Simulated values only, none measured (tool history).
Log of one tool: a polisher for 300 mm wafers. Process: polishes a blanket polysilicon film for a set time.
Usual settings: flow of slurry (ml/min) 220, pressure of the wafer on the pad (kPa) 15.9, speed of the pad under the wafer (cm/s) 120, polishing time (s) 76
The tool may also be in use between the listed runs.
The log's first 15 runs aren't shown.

run     day  flow of slurry (ml/min)  pressure of the wafer on the pad (kPa)  speed of the pad under the wafer (cm/s)  polishing time (s)  incoming thickness of the incoming film, nm  film removed (angstrom)
      8.171  -- worn pad replaced by a new one
 16   8.262                      185                                    15.9                                      120                  76                                       2356.5                     5283
      8.704  -- slurry nozzle cleaned
 17   8.725                      220                                    11.7                                      156                  86                                       2337.1                     5554
      9.771  -- head pressure recalibrated
 18   9.983                      220                                    15.9                                      120                  76                                       2349.4                     5226
 19  10.388                      220                                    15.9                                      120                  76                                       2430.3                     5168
 20  10.942                      220                                    15.9                                      146                  58                                       2347.8                     4373
 21  11.196                      160                                    15.9                                      120                  58                                       2382.7                     3728
 22  11.571                      220                                    20.7                                      120                  76                                       2396.5                     6386
 23  12.183                      160                                    13.1                                      152                  52                                       2362.6                     3316
 24  12.883                      220                                    13.1                                      120                  61                                       2414.4                     3187
 25  13.183                      170                                      11                                      120                 102                                       2348.3                     4434
 26  13.488                      275                                    15.9                                      120                  76                                       2372.6                     4557
     13.742  -- worn pad replaced by a new one
 27  14.079                      220                                    15.9                                       94                  76                                       2410.8                     4449
 28  14.783                      155                                    12.4                                       82                  65                                       2403.8                     2714
 29  15.492                      270                                    15.9                                       84                  76                                       2392.8                     4139
 30    16.1                      255                                    15.9                                       82                  76                                       2385.1                     3973
 31   16.95                      220                                    13.1                                      120                  61                                       2372.4                     3344
 32  17.679                      220                                    13.1                                      108                  76                                       2374.1                     3808
 33  18.058                      220                                    15.9                                      132                  57                                       2336.6                     3733

The next listed run, before its measurement:
 34  18.658                      220                                    15.9                                      100                  59                                       2382.7                        ?

film removed (angstrom): 3070
Without the tool's hidden state the same run would have given film removed (angstrom) 3508.
